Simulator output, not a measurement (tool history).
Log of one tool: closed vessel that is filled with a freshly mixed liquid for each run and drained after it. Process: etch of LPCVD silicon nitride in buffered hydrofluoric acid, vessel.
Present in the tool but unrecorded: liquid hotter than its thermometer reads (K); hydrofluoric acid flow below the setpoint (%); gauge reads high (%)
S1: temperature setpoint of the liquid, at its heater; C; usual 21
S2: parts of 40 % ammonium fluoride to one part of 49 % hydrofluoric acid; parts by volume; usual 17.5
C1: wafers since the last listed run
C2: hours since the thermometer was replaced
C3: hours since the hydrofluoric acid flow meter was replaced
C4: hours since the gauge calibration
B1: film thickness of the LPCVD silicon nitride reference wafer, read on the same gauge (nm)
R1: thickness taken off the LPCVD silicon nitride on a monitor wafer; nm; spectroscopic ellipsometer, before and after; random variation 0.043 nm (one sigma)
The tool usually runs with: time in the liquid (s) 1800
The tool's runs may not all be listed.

{"run": 1, "hour": 0.0, "S1": 21, "S2": 17.5, "time in the liquid (s)": 1800, "C1": 0, "C2": 1833.5, "C3": 2228.1, "C4": 574, "B1": 69.99, "R1": 11.08}
{"run": 2, "hour": 16.5, "S1": 21, "S2": 17.5, "time in the liquid (s)": 1800, "C1": 808, "C2": 1850, "C3": 2244.6, "C4": 590.5, "B1": 70.01, "R1": 11.11}
{"run": 3, "hour": 33.0, "S1": 21, "S2": 17.5, "time in the liquid (s)": 1800, "C1": 808, "C2": 1866.5, "C3": 2261.1, "C4": 607, "B1": 70, "R1": 11.12}
{"run": 4, "hour": 44.8, "S1": 21, "S2": 17.5, "time in the liquid (s)": 1540, "C1": 577, "C2": 1878.3, "C3": 2272.9, "C4": 618.8, "B1": 70.01, "R1": 9.55}
{"run": 5, "hour": 62.2, "S1": 21, "S2": 17.5, "time in the liquid (s)": 2520, "C1": 852, "C2": 1895.7, "C3": 2290.3, "C4": 636.2, "B1": 69.99, "R1": 15.7}
{"hour": 74.6, "done": "gauge calibrated"}
{"run": 6, "hour": 80.0, "S1": 21, "S2": 12.5, "time in the liquid (s)": 1800, "C1": 871, "C2": 1913.5, "C3": 2308.1, "C4": 5.4, "B1": 69.98, "R1": 15.52}
{"run": 7, "hour": 90.7, "S1": 21, "S2": 12.5, "time in the liquid (s)": 1800, "C1": 524, "C2": 1924.2, "C3": 2318.8, "C4": 16.1, "B1": 70, "R1": 15.47}
{"hour": 101.2, "done": "hydrofluoric acid flow meter replaced"}
{"run": 8, "hour": 104.8, "S1": 21, "S2": 17.5, "time in the liquid (s)": 1800, "C1": 641, "C2": 1938.3, "C3": 3.6, "C4": 30.2, "B1": 70, "R1": 11.99}
{"run": 9, "hour": 114.5, "S1": 21, "S2": 17.5, "time in the liquid (s)": 1800, "C1": 475, "C2": 1948, "C3": 13.3, "C4": 39.9, "B1": 70, "R1": 11.95}
{"run": 10, "hour": 132.1, "S1": 24.5, "S2": 22, "time in the liquid (s)": 1800, "C1": 862, "C2": 1965.6, "C3": 30.9, "C4": 57.5, "B1": 70.02, "R1": 11.87}
{"run": 11, "hour": 144.3, "S1": 17, "S2": 17.5, "time in the liquid (s)": 1800, "C1": 597, "C2": 1977.8, "C3": 43.1, "C4": 69.7, "B1": 70, "R1": 9.48}
{"run": 12, "hour": 158.2, "S1": 19.5, "S2": 23.5, "time in the liquid (s)": 2465, "C1": 680, "C2": 1991.7, "C3": 57, "C4": 83.6, "B1": 69.97, "R1": 11.83}
{"run": 13, "hour": 171.7, "S1": 17, "S2": 13, "time in the liquid (s)": 1800, "C1": 661, "C2": 2005.2, "C3": 70.5, "C4": 97.1, "B1": 70.02, "R1": 12.74}
{"run": 14, "hour": 184.1, "S1": 17, "S2": 24, "time in the liquid (s)": 2640, "C1": 607, "C2": 2017.6, "C3": 82.9, "C4": 109.5, "B1": 69.99, "R1": 10.75}
{"run": 15, "hour": 193.5, "S1": 21, "S2": 17.5, "time in the liquid (s)": 1800, "C1": 460, "C2": 2027, "C3": 92.3, "C4": 118.9, "B1": 70.02, "R1": 11.91}
{"hour": 207.4, "done": "thermometer replaced"}
{"run": 16, "hour": 209.1, "S1": 25, "S2": 20, "time in the liquid (s)": 2230, "C1": 715, "C2": 1.7, "C3": 107.9, "C4": 134.5, "B1": 70.03, "R1": 16.09}
{"run": 17, "hour": 217.3, "S1": 24, "S2": 12, "time in the liquid (s)": 865, "C1": 401, "C2": 9.9, "C3": 116.1, "C4": 142.7, "B1": 70.01, "R1": 9.76}
{"run": 18, "hour": 228.6, "S1": 21, "S2": 17.5, "time in the liquid (s)": 1800, "C1": 553, "C2": 21.2, "C3": 127.4, "C4": 154, "B1": 70.01, "R1": 11.88}
{"run": 19, "hour": 235.0, "S1": 24, "S2": 17.5, "time in the liquid (s)": 1800, "C1": 313, "C2": 27.6, "C3": 133.8, "C4": 160.4, "B1": 69.99, "R1": 13.99}
{"run": 20, "hour": 245.5, "S1": 24, "S2": 20.5, "time in the liquid (s)": 2760, "C1": 514, "C2": 38.1, "C3": 144.3, "C4": 170.9, "B1": 69.98, "R1": 18.62}
{"run": 21, "hour": 261.6, "S1": 21, "S2": 17.5, "time in the liquid (s)": 1330, "C1": 788, "C2": 54.2, "C3": 160.4, "C4": 187, "B1": 70, "R1": 8.74}
{"run": 22, "hour": 272.0, "S1": 23, "S2": 11, "time in the liquid (s)": 1800, "C1": 509, "C2": 64.6, "C3": 170.8, "C4": 197.4, "B1": 70.02, "R1": 20.88}
{"run": 23, "hour": 313.2, "S1": 23.5, "S2": 14.5, "time in the liquid (s)": 850, "C1": 2017, "C2": 105.8, "C3": 212, "C4": 238.6, "B1": 70.01, "R1": 7.74}
{"run": 24, "hour": 321.9, "S1": 17, "S2": 22, "time in the liquid (s)": 2515, "C1": 426, "C2": 114.5, "C3": 220.7, "C4": 247.3, "B1": 70.01, "R1": 10.83}
{"run": 25, "hour": 334.2, "S1": 21, "S2": 17.5, "time in the liquid (s)": 1800, "C1": 602, "C2": 126.8, "C3": 233, "C4": 259.6, "B1": 69.97, "R1": 11.84}
{"run": 26, "hour": 349.9, "S1": 17, "S2": 24, "time in the liquid (s)": 2640, "C1": 768, "C2": 142.5, "C3": 248.7, "C4": 275.3, "B1": 69.98, "R1": 10.77}
{"run": 27, "hour": 359.4, "S1": 21, "S2": 13.5, "time in the liquid (s)": 1800, "C1": 465, "C2": 152, "C3": 258.2, "C4": 284.8, "B1": 70.01, "R1": 15.25}
{"run": 28, "hour": 372.0, "S1": 21, "S2": 17.5, "time in the liquid (s)": 1800, "C1": 617, "C2": 164.6, "C3": 270.8, "C4": 297.4, "B1": 69.97, "R1": 11.81}
{"run": 29, "hour": 386.5, "S1": 23, "S2": 11, "time in the liquid (s)": 1800, "C1": 710, "C2": 179.1, "C3": 285.3, "C4": 311.9, "B1": 70.02, "R1": 20.94}
{"run": 30, "hour": 402.1, "S1": 23.5, "S2": 17.5, "time in the liquid (s)": 1800, "C1": 764, "C2": 194.7, "C3": 300.9, "C4": 327.5, "B1": 70.02, "R1": 13.63}
{"run": 31, "hour": 410.6, "S1": 21, "S2": 23.5, "time in the liquid (s)": 2865, "C1": 416, "C2": 203.2, "C3": 309.4, "C4": 336, "B1": 70.02, "R1": 14.83}
{"run": 32, "hour": 420.3, "S1": 18, "S2": 17.5, "time in the liquid (s)": 1800, "C1": 475, "C2": 212.9, "C3": 319.1, "C4": 345.7, "B1": 69.99, "R1": 9.93}

How the hidden state differs across the entries between the runs, from the last listed run before each to the first after it:
Run 5 -> run 6: gauge calibrated (hour 74.6)
  hydrofluoric acid flow below the setpoint (%): 7.48 -> 7.54
  measured value less the no-hidden-state value, R1: -1.25 -> -1.24 nm
Run 7 -> run 8: hydrofluoric acid flow meter replaced (hour 101.2)
  hydrofluoric acid flow below the setpoint (%): 7.58 -> 0.706
  measured value less the no-hidden-state value, R1: -1.24 -> -0.08 nm
Run 15 -> run 16: thermometer replaced (hour 207.4)
  hydrofluoric acid flow below the setpoint (%): 0.995 -> 1.05
  measured value less the no-hidden-state value, R1: -0.12 -> -0.11 nm
